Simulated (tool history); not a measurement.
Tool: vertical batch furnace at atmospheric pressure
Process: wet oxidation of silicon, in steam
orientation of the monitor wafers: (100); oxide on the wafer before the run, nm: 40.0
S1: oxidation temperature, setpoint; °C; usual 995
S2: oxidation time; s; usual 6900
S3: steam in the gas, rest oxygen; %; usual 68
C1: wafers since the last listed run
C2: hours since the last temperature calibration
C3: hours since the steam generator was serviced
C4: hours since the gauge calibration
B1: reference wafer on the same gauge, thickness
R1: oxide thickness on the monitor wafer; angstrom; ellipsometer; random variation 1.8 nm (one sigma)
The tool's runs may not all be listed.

run,hour,S1,S2,S3,C1,C2,C3,C4,B1,R1
1,0,979,6150,68,0,2898.7,2156,0.2,536.15,4287.2
2,13.8,979,6150,68,175,2912.5,2169.8,14,536.31,4287.2
3,46.2,979,6150,68,411,2944.9,2202.2,46.4,536.42,4275.5
4,63.7,995,6900,68,222,2962.4,2219.7,63.9,535.45,5149.5
5,92.2,995,6900,68,361,2990.9,2248.2,92.4,535.43,5153
6,123,995,6900,68,390,3021.7,2279,123.2,535.41,5115.3
7,142.8,995,8070,68,251,3041.5,2298.8,143,534.96,5706.7
# hour 177.6: thermocouples replaced and temperature profile calibrated
8,178.1,995,6900,68,143,0.5,2334.1,178.3,534.16,5147.1
9,183.3,995,6900,68,66,5.7,2339.3,183.5,533.7,5134.3
10,207.1,995,6900,68,302,29.5,2363.1,207.3,533.48,5127.5
11,226.4,995,5940,68,245,48.8,2382.4,226.6,532.6,4658.1
12,251.4,995,6900,68,317,73.8,2407.4,251.6,531.54,5143.5
# hour 289.1: steam generator serviced
13,289.6,1006,3750,68,180,112,0.5,289.8,529.4,3709
# hour 294.7: gauge calibrated
14,308,1013,6900,68,233,130.4,18.9,13.3,535.65,5721.9
15,389.2,974,10200,64,1030,211.6,100.1,94.5,535.55,5518.8
16,414.6,1004,6000,62,322,237,125.5,119.9,535.4,4679.7
17,450.1,1004,10110,79,450,272.5,161,155.4,534.74,7588.7
18,463.4,983,9420,56,168,285.8,174.3,168.7,534.73,5116.2
19,479.5,981,6900,68,204,301.9,190.4,184.8,534.32,4688.8
20,495.9,995,6900,68,208,318.3,206.8,201.2,533.64,5124.4
21,521.7,1003,5550,56,327,344.1,232.6,227,532.73,4131.9

Forecast each of these 4 alternatives for the next run:
A,527,995,4830,68,67,349.4,237.9,232.3,?,?
B,527,1003,7950,64,67,349.4,237.9,232.3,?,?
C,527,983,7920,64,67,349.4,237.9,232.3,?,?
D,527,995,4500,68,67,349.4,237.9,232.3,?,?

run,B1,R1
A,533.63,4053.4
B,533.63,5640.9
C,533.63,4952.7
D,533.63,3870.7
Without the tool's hidden state the same runs would have given:
run,R1
A,4077.2
B,5674
C,4981.8
D,3893.4
